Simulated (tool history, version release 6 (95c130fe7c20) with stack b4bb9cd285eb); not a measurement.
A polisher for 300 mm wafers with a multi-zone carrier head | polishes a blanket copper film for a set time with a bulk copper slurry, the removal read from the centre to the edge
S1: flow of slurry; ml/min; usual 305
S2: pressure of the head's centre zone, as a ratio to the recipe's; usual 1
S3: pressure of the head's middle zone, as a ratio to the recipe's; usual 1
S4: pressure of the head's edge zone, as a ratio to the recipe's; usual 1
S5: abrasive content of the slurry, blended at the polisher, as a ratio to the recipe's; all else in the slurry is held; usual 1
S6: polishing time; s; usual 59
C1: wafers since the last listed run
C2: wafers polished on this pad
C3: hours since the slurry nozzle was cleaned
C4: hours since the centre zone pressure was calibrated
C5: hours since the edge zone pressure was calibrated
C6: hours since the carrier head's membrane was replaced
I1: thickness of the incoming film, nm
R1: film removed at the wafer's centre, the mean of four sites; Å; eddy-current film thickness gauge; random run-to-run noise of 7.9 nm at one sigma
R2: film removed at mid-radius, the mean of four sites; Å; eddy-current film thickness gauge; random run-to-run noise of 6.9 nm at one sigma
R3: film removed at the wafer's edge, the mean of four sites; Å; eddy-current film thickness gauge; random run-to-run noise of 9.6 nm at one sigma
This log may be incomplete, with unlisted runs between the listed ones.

| run | hour | S1 | S2 | S3 | S4 | S5 | S6 | C1 | C2 | C3 | C4 | C5 | C6 | I1 | R1 | R2 | R3 |
|---|---|---|---|---|---|---|---|---|---|---|---|---|---|---|---|---|---|
| 1 | 0 | 305 | 1 | 1 | 1 | 1 | 59 | 0 | 1038 | 79.7 | 397 | 401.5 | 1759 | 2574.2 | 7188 | 7059 | 7295 |
|  | 50.3 | worn pad replaced by a new one |
| 2 | 57.4 | 305 | 1 | 0.97 | 1 | 1 | 59 | 363 | 48 | 137.1 | 454.4 | 458.9 | 1816.4 | 2553.1 | 7377 | 7151 | 7589 |
| 3 | 109.2 | 305 | 1 | 0.97 | 1 | 1 | 59 | 353 | 401 | 188.9 | 506.2 | 510.7 | 1868.2 | 2526 | 7209 | 7171 | 7468 |
| 4 | 164.8 | 305 | 1 | 0.97 | 1 | 1 | 59 | 378 | 780 | 244.5 | 561.8 | 566.3 | 1923.8 | 2563.9 | 7061 | 7040 | 7358 |
| 5 | 193.3 | 305 | 0.92 | 1 | 1 | 1 | 59 | 194 | 974 | 273 | 590.3 | 594.8 | 1952.3 | 2545.6 | 6494 | 6889 | 7269 |
| 6 | 230 | 305 | 0.92 | 1 | 1 | 1 | 59 | 250 | 1224 | 309.7 | 627 | 631.5 | 1989 | 2527 | 6465 | 6919 | 7326 |
|  | 235 | worn pad replaced by a new one |
| 7 | 267.7 | 305 | 1 | 1 | 1 | 1 | 59 | 229 | 223 | 347.4 | 664.7 | 669.2 | 2026.7 | 2532.2 | 6371 | 6438 | 6689 |
|  | 290.8 | slurry nozzle cleaned |
| 8 | 301.1 | 305 | 1 | 1 | 1 | 1 | 59 | 220 | 443 | 10.3 | 698.1 | 702.6 | 2060.1 | 2533.7 | 6570 | 6386 | 6665 |
|  | 396.3 | worn pad replaced by a new one, repeated, since the last time left the tool worse |
|  | 403.6 | carrier head's membrane replaced by a new one |
| 9 | 418.5 | 235 | 1 | 1 | 1 | 1 | 59 | 738 | 116 | 127.7 | 815.5 | 820 | 14.9 | 2546.1 | 6986 | 7099 | 7194 |
| 10 | 486.4 | 235 | 1 | 1 | 1 | 1 | 59 | 462 | 579 | 195.6 | 883.4 | 887.9 | 82.8 | 2560.2 | 6919 | 6955 | 7126 |
|  | 591.7 | centre zone pressure recalibrated |
|  | 602.4 | worn pad replaced by a new one |
| 11 | 618.5 | 305 | 1 | 0.97 | 1 | 1 | 59 | 859 | 109 | 327.7 | 26.8 | 1020 | 214.9 | 2518 | 7328 | 7156 | 7456 |
| 12 | 659.6 | 305 | 1 | 1 | 0.96 | 0.7 | 59 | 280 | 389 | 368.8 | 67.9 | 1061.1 | 256 | 2543.2 | 6898 | 6789 | 6873 |
|  | 676.9 | slurry nozzle cleaned |
| 13 | 689.7 | 305 | 1.04 | 1.11 | 0.91 | 1 | 59 | 198 | 588 | 12.8 | 98 | 1091.2 | 286.1 | 2585.9 | 7396 | 7542 | 7051 |
| 14 | 760.2 | 305 | 1 | 1 | 1 | 1 | 78 | 480 | 1068 | 83.3 | 168.5 | 1161.7 | 356.6 | 2535.7 | 9397 | 9164 | 9586 |
| 15 | 804 | 305 | 1 | 1 | 1 | 1 | 59 | 298 | 1367 | 127.1 | 212.3 | 1205.5 | 400.4 | 2539.9 | 6739 | 6690 | 7055 |
|  | 809.8 | edge zone pressure recalibrated |
|  | 810.4 | worn pad replaced by a new one |
| 16 | 843.8 | 305 | 1 | 1 | 0.88 | 1 | 69 | 252 | 227 | 166.9 | 252.1 | 34 | 440.2 | 2566.8 | 8678 | 8538 | 8489 |
| 17 | 872.2 | 375 | 1 | 1 | 1 | 1 | 59 | 193 | 420 | 195.3 | 280.5 | 62.4 | 468.6 | 2511.2 | 7470 | 7394 | 7611 |
| 18 | 942.6 | 305 | 1 | 1 | 1 | 1 | 59 | 479 | 900 | 265.7 | 350.9 | 132.8 | 539 | 2536.4 | 7303 | 7076 | 7375 |
| 19 | 970.1 | 410 | 1.04 | 1 | 1 | 1 | 45 | 187 | 1088 | 293.2 | 378.4 | 160.3 | 566.5 | 2533.8 | 5838 | 5563 | 5507 |
|  | 990.3 | worn pad replaced by a new one |
| 20 | 1028.6 | 305 | 0.91 | 1 | 1 | 0.7 | 74 | 371 | 261 | 351.7 | 436.9 | 218.8 | 625 | 2574.2 | 7913 | 8660 | 8858 |

Alternative continuations, all from the tool just after run 20; predict every row:
| A | 1029 | 305 | 1 | 1 | 1 | 1 | 59 | 2 | 263 | 352.1 | 437.3 | 219.2 | 625.4 | 2510 | ? | ? | ? |
| B | 1029 | 305 | 0.96 | 1 | 0.91 | 0.8 | 73 | 2 | 263 | 352.1 | 437.3 | 219.2 | 625.4 | 2510 | ? | ? | ? |
| C | 1029 | 305 | 1 | 1 | 0.91 | 1 | 65 | 2 | 263 | 352.1 | 437.3 | 219.2 | 625.4 | 2510 | ? | ? | ? |
| D | 1029 | 305 | 0.91 | 0.89 | 1 | 0.7 | 59 | 2 | 263 | 352.1 | 437.3 | 219.2 | 625.4 | 2510 | ? | ? | ? |

| run | R1 | R2 | R3 |
|---|---|---|---|
| A | 7321 | 7174 | 7567 |
| B | 8377 | 8556 | 8696 |
| C | 8065 | 7904 | 8035 |
| D | 6279 | 6336 | 7148 |
Stripped of hidden state, with their random variation kept, the same runs would have yielded:
| run | R1 | R2 | R3 |
|---|---|---|---|
| A | 7354 | 7206 | 7601 |
| B | 8415 | 8595 | 8735 |
| C | 8102 | 7940 | 8071 |
| D | 6307 | 6365 | 7180 |
